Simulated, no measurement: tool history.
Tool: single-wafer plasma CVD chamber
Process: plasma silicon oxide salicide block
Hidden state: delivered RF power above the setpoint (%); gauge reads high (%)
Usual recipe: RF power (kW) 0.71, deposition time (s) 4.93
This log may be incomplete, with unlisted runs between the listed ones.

run,hour,RF power (kW),deposition time (s),wafers since the last listed run,hours since the last RF generator calibration,hours since the showerhead was replaced,hours since the gauge calibration,"read-back reference wafer on the same gauge, thickness_nm",mean film thickness on the monitor wafer (Å)
1,0,0.71,4.93,0,69.8,4141.5,499,51.641,539.04
2,107.7,0.785,5.4,5656,177.5,4249.2,606.7,51.599,605.18
3,208.1,0.785,5.4,5272,277.9,4349.6,707.1,51.611,606.25
4,514.1,0.785,5.4,16070,583.9,4655.6,1013.1,51.589,601.41
5,609,0.71,4.93,4984,678.8,4750.5,1108,51.604,530.98
6,710.2,0.71,4.93,5314,780,4851.7,1209.2,51.593,531.57
7,777,0.71,4.93,3508,846.8,4918.5,1276,51.628,532.1
8,849.9,0.71,4.93,3828,919.7,4991.4,1348.9,51.577,531.35
9,899.9,0.71,4.93,2625,969.7,5041.4,1398.9,51.618,528.06
10,959.7,0.71,4.93,3140,1029.5,5101.2,1458.7,51.593,526.61
11,1017.4,0.71,4.93,3030,1087.2,5158.9,1516.4,51.595,523.38
# hour 1026.1: showerhead replaced
12,1064.7,0.77,4.17,2063,1134.5,38.6,1563.7,51.612,455.06
# hour 1079.2: RF generator calibrated
13,1153.6,0.605,4.93,4248,74.4,127.5,1652.6,51.588,518.51
14,1223.1,0.64,4.62,3650,143.9,197,1722.1,51.595,491.98
15,1287.5,0.61,4.07,3382,208.3,261.4,1786.5,51.623,425.22
16,1384.6,0.64,5.58,5099,305.4,358.5,1883.6,51.591,588.03
# hour 1428.9: gauge calibrated
17,1489.2,0.57,4.93,5493,410,463.1,60.3,51.587,501.55
18,1573.7,0.77,4.93,4437,494.5,547.6,144.8,51.619,550.3
19,1744.9,0.71,4.93,8991,665.7,718.8,316,51.574,533.27
20,1837.2,0.71,4.5,4847,758,811.1,408.3,51.603,488.04
21,1930.8,0.71,4.93,4915,851.6,904.7,501.9,51.595,533.95
22,2016.8,0.71,4.93,4516,937.6,990.7,587.9,51.628,528.02

What if the next run were any one of these 3? Each begins from the tool's condition after run 22:
A,2017.2,0.71,4.93,21,938,991.1,588.3,?,?
B,2017.2,0.835,4.64,21,938,991.1,588.3,?,?
C,2017.2,0.85,5.76,21,938,991.1,588.3,?,?

run,"read-back reference wafer on the same gauge, thickness_nm",mean film thickness on the monitor wafer (Å)
A,51.594,530.16
B,51.594,523.09
C,51.594,652.74
The same runs, with their run-to-run variation unchanged, on a tool lacking any hidden condition would have given:
run,mean film thickness on the monitor wafer (Å)
A,541.77
B,534.55
C,667.04
